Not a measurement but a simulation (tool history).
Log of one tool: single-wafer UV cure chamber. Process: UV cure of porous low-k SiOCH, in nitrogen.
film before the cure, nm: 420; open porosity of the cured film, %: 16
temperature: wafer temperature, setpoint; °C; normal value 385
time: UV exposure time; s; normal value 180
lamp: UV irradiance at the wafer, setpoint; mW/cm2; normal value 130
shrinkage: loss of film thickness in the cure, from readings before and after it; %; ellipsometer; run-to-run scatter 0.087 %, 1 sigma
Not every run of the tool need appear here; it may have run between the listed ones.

run	hour	temperature	time	lamp	shrinkage
1	0	385	180	130	7.936
2	13	385	180	130	7.876
3	23.6	385	180	130	7.911
4	39.8	370	180	130	7.558
5	46.8	370	180	130	7.621
6	60.4	385	180	130	7.752
7	78.3	385	180	130	7.737
8	94.8	385	180	130	7.732
9	106.3	385	180	130	7.759
10	122.9	370	210	130	8.126
11	130.8	370	210	130	8.124
12	140.3	370	210	130	8.046
13	148.9	385	180	130	7.735
14	155.6	385	180	130	7.759
15	169	385	180	130	7.642
16	181.8	401	180	130	7.918
17	232.7	385	180	130	7.691
18	245	385	180	130	7.53
19	256.7	385	180	130	7.685
20	263.7	385	180	130	7.731
21	273.1	385	180	130	7.722
22	279.5	385	180	130	7.558
# hour 297.4: quartz window cleaned
23	297.9	369	180	130	8.227
24	301.3	369	180	130	8.109
25	315.1	385	180	130	8.301
26	332.9	405	95	102	5.363
27	340	385	180	102	7.286
28	356.3	378	265	147	10.359
29	372.1	379	265	130	9.704
30	381.5	370	180	130	8.038
31	388.8	385	270	149	10.432
32	404.2	378	265	147	10.211
# hour 421.9: UV bulbs replaced
33	422.4	369	180	120	8.992
34	437.1	395	180	166	10.684
35	451.4	385	180	130	9.419
36	459.4	366	240	130	10.347
37	470.6	377	145	144	8.714
38	486	385	140	130	8.303
39	502.2	374	250	157	11.38
40	546	385	180	130	9.188
41	560.9	385	180	101	8.349
42	586.8	385	180	145	9.816
43	602.4	385	180	153	9.865
44	612.5	397	145	168	9.621
45	619.7	385	180	130	9.268
46	626.2	385	180	130	9.087
47	640.1	385	115	130	7.403
48	652.5	385	225	119	9.584
49	659	385	180	130	9.132

Predict each of these 5 candidate next runs independently; none follows another, all start after run 49:
A	659.5	390	180	130	?
B	659.5	392	285	162	?
C	659.5	400	85	163	?
D	659.5	403	180	130	?
E	659.5	403	90	130	?

run	shrinkage
A	9.097
B	11.991
C	7.206
D	9.301
E	6.621
The same runs, with their run-to-run variation unchanged, on a tool lacking any hidden condition would have given:
run	shrinkage
A	10.031
B	12.997
C	8.079
D	10.241
E	7.473
